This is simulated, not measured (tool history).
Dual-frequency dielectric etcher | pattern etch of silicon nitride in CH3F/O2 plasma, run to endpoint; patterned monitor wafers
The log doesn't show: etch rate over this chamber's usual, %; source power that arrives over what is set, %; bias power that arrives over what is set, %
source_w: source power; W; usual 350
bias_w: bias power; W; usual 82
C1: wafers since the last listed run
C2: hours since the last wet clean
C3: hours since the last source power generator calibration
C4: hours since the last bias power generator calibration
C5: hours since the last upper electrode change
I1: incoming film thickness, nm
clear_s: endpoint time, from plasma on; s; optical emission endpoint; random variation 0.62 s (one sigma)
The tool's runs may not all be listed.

Run 1, hour 0.0: usual settings; C1 0; C2 493.6; C3 922.3; C4 999.5; C5 491.9; I1 80.4. Result: clear_s 100.6 s.
Run 2, hour 41.5: usual settings but source_w 390 W; C1 405; C2 535.1; C3 963.8; C4 1041.0; C5 533.4; I1 79.8. Result: clear_s 96.7 s.
Run 3, hour 107.4: usual settings but bias_w 77 W; C1 644; C2 601.0; C3 1029.7; C4 1106.9; C5 599.3; I1 81.1. Result: clear_s 104.5 s.
At hour 161.8: wet clean of the chamber.
Run 4, hour 162.3: usual settings; C1 302; C2 0.5; C3 1084.6; C4 1161.8; C5 654.2; I1 81.2. Result: clear_s 101.4 s.
Run 5, hour 225.9: usual settings; C1 622; C2 64.1; C3 1148.2; C4 1225.4; C5 717.8; I1 80.5. Result: clear_s 101.5 s.
Run 6, hour 298.7: usual settings; C1 712; C2 136.9; C3 1221.0; C4 1298.2; C5 790.6; I1 80.5. Result: clear_s 101.4 s.
Run 7, hour 359.8: usual settings; C1 597; C2 198.0; C3 1282.1; C4 1359.3; C5 851.7; I1 80.6. Result: clear_s 100.6 s.
Run 8, hour 421.1: usual settings; C1 599; C2 259.3; C3 1343.4; C4 1420.6; C5 913.0; I1 80.3. Result: clear_s 100.6 s.
Run 9, hour 524.2: usual settings; C1 1008; C2 362.4; C3 1446.5; C4 1523.7; C5 1016.1; I1 80.7. Result: clear_s 101.8 s.
Run 10, hour 607.8: usual settings; C1 817; C2 446.0; C3 1530.1; C4 1607.3; C5 1099.7; I1 80.6. Result: clear_s 101.1 s.
Run 11, hour 663.6: usual settings; C1 545; C2 501.8; C3 1585.9; C4 1663.1; C5 1155.5; I1 80.2. Result: clear_s 101.0 s.
At hour 724.5: bias power generator calibrated.
At hour 738.3: wet clean of the chamber.
Run 12, hour 738.8: usual settings; C1 561; C2 0.5; C3 1661.1; C4 14.3; C5 1230.7; I1 81.2. Result: clear_s 101.1 s.
Run 13, hour 831.9: usual settings; C1 910; C2 93.6; C3 1754.2; C4 107.4; C5 1323.8; I1 80.9. Result: clear_s 100.5 s.
Run 14, hour 894.6: usual settings; C1 613; C2 156.3; C3 1816.9; C4 170.1; C5 1386.5; I1 80.1. Result: clear_s 100.5 s.
Run 15, hour 959.2: usual settings; C1 631; C2 220.9; C3 1881.5; C4 234.7; C5 1451.1; I1 80.6. Result: clear_s 100.4 s.
Run 16, hour 1039.4: usual settings but source_w 430 W, bias_w 76 W; C1 784; C2 301.1; C3 1961.7; C4 314.9; C5 1531.3; I1 79.6. Result: clear_s 96.7 s.
Run 17, hour 1136.3: usual settings but source_w 430 W, bias_w 70 W; C1 947; C2 398.0; C3 2058.6; C4 411.8; C5 1628.2; I1 80.3. Result: clear_s 99.0 s.
Run 18, hour 1238.9: usual settings but source_w 430 W, bias_w 76 W; C1 1003; C2 500.6; C3 2161.2; C4 514.4; C5 1730.8; I1 80.0. Result: clear_s 96.9 s.
At hour 1276.0: wet clean of the chamber.
Run 19, hour 1334.9: usual settings; C1 704; C2 58.9; C3 2257.2; C4 610.4; C5 1826.8; I1 80.1. Result: clear_s 99.4 s.
Run 20, hour 1386.2: usual settings but source_w 320 W, bias_w 99 W; C1 501; C2 110.2; C3 2308.5; C4 661.7; C5 1878.1; I1 80.4. Result: clear_s 95.5 s.
Run 21, hour 1433.8: usual settings but source_w 320 W; C1 465; C2 157.8; C3 2356.1; C4 709.3; C5 1925.7; I1 79.2. Result: clear_s 102.8 s.
At hour 1483.1: source power generator calibrated.
Run 22, hour 1527.8: usual settings but source_w 310 W, bias_w 94 W; C1 880; C2 251.8; C3 44.7; C4 803.3; C5 2019.7; I1 80.2. Result: clear_s 98.7 s.
Run 23, hour 1587.0: usual settings but source_w 270 W, bias_w 100 W; C1 579; C2 311.0; C3 103.9; C4 862.5; C5 2078.9; I1 79.7. Result: clear_s 98.7 s.
Run 24, hour 1630.4: usual settings but bias_w 90 W; C1 424; C2 354.4; C3 147.3; C4 905.9; C5 2122.3; I1 79.7. Result: clear_s 96.1 s.
Run 25, hour 1691.7: usual settings but source_w 440 W, bias_w 94 W; C1 599; C2 415.7; C3 208.6; C4 967.2; C5 2183.6; I1 80.2. Result: clear_s 87.8 s.
Run 26, hour 1728.2: usual settings but source_w 270 W, bias_w 72 W; C1 356; C2 452.2; C3 245.1; C4 1003.7; C5 2220.1; I1 80.0. Result: clear_s 113.8 s.
At hour 1766.4: upper electrode replaced.
At hour 1820.6: wet clean of the chamber.
Run 27, hour 1823.0: usual settings but source_w 300 W, bias_w 75 W; C1 457; C2 2.4; C3 339.9; C4 1098.5; C5 56.6; I1 80.0. Result: clear_s 109.4 s.
Run 28, hour 1871.0: usual settings but source_w 390 W, bias_w 95 W; C1 469; C2 50.4; C3 387.9; C4 1146.5; C5 104.6; I1 80.7. Result: clear_s 91.6 s.
Run 29, hour 2051.7: usual settings but source_w 260 W, bias_w 77 W; C1 1767; C2 231.1; C3 568.6; C4 1327.2; C5 285.3; I1 79.4. Result: clear_s 110.4 s.
Run 30, hour 2108.0: usual settings but bias_w 92 W; C1 550; C2 287.4; C3 624.9; C4 1383.5; C5 341.6; I1 80.3. Result: clear_s 95.8 s.
Run 31, hour 2208.7: usual settings but source_w 320 W, bias_w 99 W; C1 984; C2 388.1; C3 725.6; C4 1484.2; C5 442.3; I1 80.4. Result: clear_s 95.1 s.

The tool's hidden state at each run:
etch rate over this chamber's usual, %: 0 in every run
source power that arrives over what is set, %: 0 in every run
bias power that arrives over what is set, %: 0 in every run

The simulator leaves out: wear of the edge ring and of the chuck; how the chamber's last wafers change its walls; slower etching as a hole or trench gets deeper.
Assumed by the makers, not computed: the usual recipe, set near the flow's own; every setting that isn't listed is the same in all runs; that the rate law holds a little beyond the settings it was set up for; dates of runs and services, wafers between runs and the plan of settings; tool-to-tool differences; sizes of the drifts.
